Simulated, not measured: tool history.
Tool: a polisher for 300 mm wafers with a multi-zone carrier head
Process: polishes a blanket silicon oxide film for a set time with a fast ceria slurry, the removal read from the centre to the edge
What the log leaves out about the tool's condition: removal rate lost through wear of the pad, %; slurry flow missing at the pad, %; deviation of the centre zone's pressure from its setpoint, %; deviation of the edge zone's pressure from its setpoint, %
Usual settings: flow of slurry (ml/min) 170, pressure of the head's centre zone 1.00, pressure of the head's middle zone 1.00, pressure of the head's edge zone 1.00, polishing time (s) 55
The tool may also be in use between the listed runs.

run    hour  flow of slurry (ml/min)  pressure of the head's centre zone  pressure of the head's middle zone  pressure of the head's edge zone  polishing time (s)  wafers since the last listed run  wafers polished on this pad  hours since the slurry nozzle was cleaned  hours since the centre zone pressure was calibrated  hours since the edge zone pressure was calibrated  hours since the carrier head's membrane was replaced  incoming thickness of the incoming film, nm  film removed at the wafer's centre (Å)  film removed at mid-radius (Å)  film removed at the wafer's edge (Å)
  1     0.0                      170                                0.95                                1.00                              1.00                  55                                 0                         2993                                      236.9                                                344.7                                              368.3                                                 514.2                                       1602.9                                    4595                            4804                                  4736
       21.6  -- worn pad replaced by a new one
  2    70.4                      170                                0.95                                1.00                              1.00                  55                               966                          710                                      307.3                                                415.1                                              438.7                                                 584.6                                       1650.0                                    4630                            4874                                  4682
  3   115.0                      170                                0.95                                1.00                              1.00                  55                               649                         1359                                      351.9                                                459.7                                              483.3                                                 629.2                                       1618.8                                    4655                            4768                                  4683
  4   152.0                      170                                1.00                                1.08                              1.00                  55                               538                         1897                                      388.9                                                496.7                                              520.3                                                 666.2                                       1632.6                                    4813                            5175                                  4754
  5   222.8                      170                                1.00                                1.08                              1.00                  55                              1030                         2928                                      459.7                                                567.5                                              591.1                                                 737.0                                       1625.2                                    4831                            5164                                  4721
      251.9  -- worn pad replaced by a new one
  6   354.3                      170                                1.00                                1.08                              1.00                  55                              1855                         1490                                      591.2                                                699.0                                              722.6                                                 868.5                                       1623.1                                    4914                            5096                                  4508
      367.1  -- carrier head's membrane replaced by a new one
  7   389.5                      170                                1.00                                1.00                              0.94                  55                               439                         1930                                      626.4                                                734.2                                              757.8                                                  22.4                                       1614.9                                    4848                            4774                                  4695
      393.1  -- edge zone pressure recalibrated
  8   444.7                      170                                1.00                                1.00                              1.00                  55                               774                         2704                                      681.6                                                789.4                                               51.6                                                  77.6                                       1636.7                                    4833                            4777                                  4768
      457.3  -- worn pad replaced by a new one
  9   494.5                      170                                1.00                                1.00                              1.00                  55                               666                          540                                      731.4                                                839.2                                              101.4                                                 127.4                                       1642.9                                    4759                            4815                                  4773
      504.5  -- slurry nozzle cleaned
      525.4  -- centre zone pressure recalibrated
 10   546.5                      170                                1.00                                1.00                              0.97                  55                               713                         1253                                       42.0                                                 21.1                                              153.4                                                 179.4                                       1600.5                                    4768                            4722                                  4591
 11   575.9                      170                                1.00                                1.00                              0.91                  55                               427                         1681                                       71.4                                                 50.5                                              182.8                                                 208.8                                       1590.4                                    4918                            4819                                  4603
      681.8  -- worn pad replaced by a new one
 12   785.9                      170                                1.00                                1.00                              0.93                  73                              2998                         1514                                      281.4                                                260.5                                              392.8                                                 418.8                                       1635.5                                    6550                            6187                                  6128
 13   815.3                      170                                1.00                                1.00                              1.00                  55                               427                         1942                                      310.8                                                289.9                                              422.2                                                 448.2                                       1591.7                                    4854                            4772                                  4686
 14   862.1                      170                                1.00                                1.00                              0.90                  55                               681                         2623                                      357.6                                                336.7                                              469.0                                                 495.0                                       1624.2                                    4895                            4752                                  4488
      890.1  -- worn pad replaced by a new one
 15   896.7                      120                                0.93                                0.89                              1.00                  41                               445                           95                                      392.2                                                371.3                                              503.6                                                 529.6                                       1650.9                                    3189                            3035                                  3346
 16   961.4                      140                                1.00                                1.09                              1.00                  55                               941                         1037                                      456.9                                                436.0                                              568.3                                                 594.3                                       1628.9                                    4731                            4955                                  4627
 17  1013.8                      110                                0.91                                1.05                              1.00                  62                               762                         1799                                      509.3                                                488.4                                              620.7                                                 646.7                                       1639.5                                    4682                            5194                                  4907
     1047.8  -- edge zone pressure recalibrated
 18  1070.9                      170                                1.00                                1.00                              1.00                  48                               801                         2601                                      566.4                                                545.5                                               23.1                                                 703.8                                       1601.8                                    4159                            4168                                  4030

Consider 3 possible next runs. They are alternatives, not a sequence: every one starts from the tool as it was left by run 18. What does each give?
  A  1071.3                      170                                1.00                                1.00                              1.08                  55                                 5                         2607                                      566.8                                                545.9                                               23.5                                                 704.2                                       1633.2                                       ?                               ?                                     ?
  B  1071.3                      170                                1.00                                0.93                              1.08                  55                                 5                         2607                                      566.8                                                545.9                                               23.5                                                 704.2                                       1633.2                                       ?                               ?                                     ?
  C  1071.3                      170                                1.07                                1.00                              1.04                  55                                 5                         2607                                      566.8                                                545.9                                               23.5                                                 704.2                                       1633.2                                       ?                               ?                                     ?

run  film removed at the wafer's centre (Å)  film removed at mid-radius (Å)  film removed at the wafer's edge (Å)
  A                                    4820                            4864                                  4847
  B                                    4818                            4576                                  4852
  C                                    5151                            4862                                  4757
Take away the tool's hidden state, keep each run's random variation, and the runs would have read:
run  film removed at the wafer's centre (Å)  film removed at mid-radius (Å)  film removed at the wafer's edge (Å)
  A                                    4820                            4864                                  4847
  B                                    4818                            4576                                  4852
  C                                    5151                            4862                                  4757
